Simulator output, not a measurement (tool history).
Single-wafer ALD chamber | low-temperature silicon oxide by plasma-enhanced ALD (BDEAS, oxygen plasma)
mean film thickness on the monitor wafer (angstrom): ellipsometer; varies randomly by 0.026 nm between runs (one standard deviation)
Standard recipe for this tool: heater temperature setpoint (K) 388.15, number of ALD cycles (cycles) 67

run	day	heater temperature setpoint (K)	number of ALD cycles (cycles)	wafers since the last listed run	hours since the last thermocouple change	hours since the gauge calibration	read-back reference wafer on the same gauge, thickness_nm	mean film thickness on the monitor wafer (angstrom)
1	0	388.15	67	0	489.6	926	11.5	103.02
2	2.538	388.15	67	190	550.5	986.9	11.504	102.51
3	4.942	388.15	67	180	608.2	1044.6	11.504	102.7
4	9.029	388.15	67	306	706.3	1142.7	11.5	102.16
5	11.179	388.15	67	161	757.9	1194.3	11.495	102.41
6	14	388.15	67	211	825.6	1262	11.509	102.65
7	17.454	388.15	67	259	908.5	1344.9	11.507	102.53
8	20.558	388.15	67	233	983	1419.4	11.499	102.6
9	24.742	388.15	67	314	1083.4	1519.8	11.499	102.36
10	28.121	382.15	67	253	1164.5	1600.9	11.507	103.66
11	32.425	382.15	67	323	1267.8	1704.2	11.502	103.32
12	36.388	388.15	67	297	1362.9	1799.3	11.496	102.84
13	39.938	388.15	59	266	1448.1	1884.5	11.501	90.96
14	42.096	388.15	59	162	1499.9	1936.3	11.498	90.89
15	46.258	388.15	67	312	1599.8	2036.2	11.503	103.26
16	49.571	388.15	67	248	1679.3	2115.7	11.496	103.42
17	51.583	388.15	67	151	1727.6	2164	11.498	103.18
18	55.617	398.15	67	302	1824.4	2260.8	11.498	101.61
# day 58.138: thermocouple changed; heater temperature recalibrated
19	58.258	398.15	67	173	2.9	2324.2	11.505	100.88
20	62.108	398.15	67	289	95.3	2416.6	11.504	100.6
21	66.425	396.15	80	324	198.9	2520.2	11.5	120.82
22	67.996	381.15	72	117	236.6	2557.9	11.504	111.34
23	71.512	378.15	54	264	321	2642.3	11.503	83.74
24	73.746	388.15	74	167	374.6	2695.9	11.502	113.07
25	77.396	384.15	71	274	462.2	2783.5	11.496	109.1
# day 80.625: gauge calibrated
26	81.35	400.15	56	296	557.1	17.4	11.494	83.8
27	83.05	388.15	67	127	597.9	58.2	11.502	102.42
28	87.029	401.15	63	298	693.4	153.7	11.504	94.56
29	89.821	388.15	67	209	760.4	220.7	11.501	102.21
30	94.1	388.15	67	321	863.1	323.4	11.499	102.58
31	97.879	374.15	57	283	953.8	414.1	11.496	89.66
32	99.646	393.15	67	132	996.2	456.5	11.5	101.51
33	104.004	393.15	74	327	1100.8	561.1	11.499	112.78
34	106.688	388.15	67	201	1165.2	625.5	11.497	102.87

What will run 35 give?
35	117.954	388.15	55	846	1435.6	895.9	?	?

Run 35 measured read-back reference wafer on the same gauge, thickness_nm 11.5, mean film thickness on the monitor wafer (angstrom) 84.79.
With no hidden state in the tool, this same run would have given mean film thickness on the monitor wafer (angstrom) 84.19.

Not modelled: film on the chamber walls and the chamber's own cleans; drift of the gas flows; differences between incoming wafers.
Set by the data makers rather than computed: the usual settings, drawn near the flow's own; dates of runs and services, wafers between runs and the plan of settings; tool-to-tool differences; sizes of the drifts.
